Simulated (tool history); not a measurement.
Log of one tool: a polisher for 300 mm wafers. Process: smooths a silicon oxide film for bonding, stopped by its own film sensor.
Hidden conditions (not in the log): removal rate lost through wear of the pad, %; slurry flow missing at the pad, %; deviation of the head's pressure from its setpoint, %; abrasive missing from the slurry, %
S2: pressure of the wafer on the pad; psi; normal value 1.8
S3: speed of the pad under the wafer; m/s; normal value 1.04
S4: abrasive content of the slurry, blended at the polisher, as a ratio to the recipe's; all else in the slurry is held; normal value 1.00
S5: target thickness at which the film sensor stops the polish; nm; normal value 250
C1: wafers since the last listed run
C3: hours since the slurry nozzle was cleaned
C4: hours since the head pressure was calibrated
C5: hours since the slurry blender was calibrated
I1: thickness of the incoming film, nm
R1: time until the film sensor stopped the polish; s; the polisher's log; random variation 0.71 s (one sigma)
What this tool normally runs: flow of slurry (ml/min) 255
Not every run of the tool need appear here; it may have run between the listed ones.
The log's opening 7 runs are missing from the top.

Run 8, hour 201.7: usual settings; C1 266; wafers polished on this pad 859; C3 136.7; C4 284.8; C5 172.6; I1 300.3. Result: R1 88.2 s.
At hour 235.1: slurry blender recalibrated.
Run 9, hour 235.6: usual settings but S4 0.85; C1 319; wafers polished on this pad 1179; C3 170.6; C4 318.7; C5 0.5; I1 302.2. Result: R1 92.3 s.
Run 10, hour 260.0: usual settings; C1 244; wafers polished on this pad 1423; C3 195.0; C4 343.1; C5 24.9; I1 297.5. Result: R1 78.8 s.
Run 11, hour 288.0: usual settings; C1 280; wafers polished on this pad 1704; C3 223.0; C4 371.1; C5 52.9; I1 299.2. Result: R1 84.0 s.
Run 12, hour 305.8: usual settings; C1 178; wafers polished on this pad 1882; C3 240.8; C4 388.9; C5 70.7; I1 304.9. Result: R1 92.9 s.
At hour 322.1: worn pad replaced by a new one.
Run 13, hour 337.0: usual settings but S3 1.16 m/s, S5 238 nm; C1 272; wafers polished on this pad 149; C3 272.0; C4 420.1; C5 101.9; I1 296.8. Result: R1 92.7 s.
Run 14, hour 364.4: usual settings; C1 274; wafers polished on this pad 424; C3 299.4; C4 447.5; C5 129.3; I1 300.5. Result: R1 87.7 s.
At hour 369.3: head pressure recalibrated.
At hour 379.4: slurry nozzle cleaned.
Run 15, hour 397.3: usual settings; C1 299; wafers polished on this pad 723; C3 17.9; C4 28.0; C5 162.2; I1 298.3. Result: R1 82.6 s.
Run 16, hour 428.0: usual settings but flow of slurry (ml/min) 220, S4 0.75, S5 262 nm; C1 307; wafers polished on this pad 1031; C3 48.6; C4 58.7; C5 192.9; I1 296.8. Result: R1 76.5 s.
At hour 456.1: slurry blender recalibrated.
Run 17, hour 456.6: usual settings; C1 266; wafers polished on this pad 1297; C3 77.2; C4 87.3; C5 0.5; I1 298.6. Result: R1 79.7 s.
Run 18, hour 492.3: usual settings but S3 1.36 m/s, S5 265 nm; C1 357; wafers polished on this pad 1655; C3 112.9; C4 123.0; C5 36.2; I1 301.3. Result: R1 48.3 s.
Run 19, hour 507.8: usual settings but S3 1.14 m/s, S4 0.85; C1 155; wafers polished on this pad 1810; C3 128.4; C4 138.5; C5 51.7; I1 297.3. Result: R1 81.3 s.
Run 20, hour 535.6: usual settings; C1 278; wafers polished on this pad 2089; C3 156.2; C4 166.3; C5 79.5; I1 301.5. Result: R1 88.4 s.
At hour 542.9: worn pad replaced by a new one.
Run 21, hour 550.0: usual settings; C1 104; wafers polished on this pad 70; C3 170.6; C4 180.7; C5 93.9; I1 299.3. Result: R1 85.0 s.
Run 22, hour 583.9: usual settings but flow of slurry (ml/min) 280, S2 1.4 psi, S3 0.86 m/s; C1 339; wafers polished on this pad 410; C3 204.5; C4 214.6; C5 127.8; I1 301.3. Result: R1 121.3 s.
Run 23, hour 600.3: usual settings but S2 2.1 psi; C1 164; wafers polished on this pad 574; C3 220.9; C4 231.0; C5 144.2; I1 300.3. Result: R1 77.9 s.
Run 24, hour 617.5: usual settings; C1 172; wafers polished on this pad 747; C3 238.1; C4 248.2; C5 161.4; I1 299.0. Result: R1 84.4 s.
Run 25, hour 648.0: usual settings but S2 2.1 psi, S4 0.90, S5 236 nm; C1 305; wafers polished on this pad 1052; C3 268.6; C4 278.7; C5 191.9; I1 295.9. Result: R1 98.6 s.
At hour 650.8: slurry blender recalibrated.
Run 26, hour 680.2: usual settings but flow of slurry (ml/min) 340; C1 302; wafers polished on this pad 1355; C3 300.8; C4 310.9; C5 29.4; I1 300.2. Result: R1 79.5 s.
At hour 698.0: slurry nozzle cleaned.
Run 27, hour 700.1: usual settings but flow of slurry (ml/min) 330, S5 261 nm; C1 189; wafers polished on this pad 1544; C3 2.1; C4 330.8; C5 49.3; I1 296.8. Result: R1 58.9 s.
Run 28, hour 712.7: usual settings but S3 0.78 m/s, S5 245 nm; C1 126; wafers polished on this pad 1670; C3 14.7; C4 343.4; C5 61.9; I1 300.7. Result: R1 120.3 s.
Run 29, hour 732.8: usual settings but flow of slurry (ml/min) 200, S2 1.5 psi; C1 201; wafers polished on this pad 1872; C3 34.8; C4 363.5; C5 82.0; I1 296.4. Result: R1 91.0 s.
At hour 744.3: worn pad replaced by a new one.
Run 30, hour 763.9: usual settings but flow of slurry (ml/min) 180, S2 1.2 psi; C1 271; wafers polished on this pad 196; C3 65.9; C4 394.6; C5 113.1; I1 295.8. Result: R1 107.3 s.
Run 31, hour 779.0: usual settings but S3 0.78 m/s, S4 1.25; C1 151; wafers polished on this pad 348; C3 81.0; C4 409.7; C5 128.2; I1 298.6. Result: R1 92.4 s.

Each row is a separate what-if for the run after 31, all from the same tool condition, not one after another. Results?
Run A, hour 779.4: usual settings but S4 0.70; C1 4; wafers polished on this pad 352; C3 81.4; C4 410.1; C5 128.6; I1 296.9. Result: R1 ?.
Run B, hour 779.4: usual settings but S5 239 nm; C1 4; wafers polished on this pad 352; C3 81.4; C4 410.1; C5 128.6; I1 296.9. Result: R1 ?.
Run C, hour 779.4: usual settings but S5 261 nm; C1 4; wafers polished on this pad 352; C3 81.4; C4 410.1; C5 128.6; I1 296.9. Result: R1 ?.

run     R1
  A  104.6
  B   98.9
  C   61.3
With the hidden condition removed and each run's random variation left untouched, the same runs would have given:
run    R1
  A  96.2
  B  92.4
  C  57.3
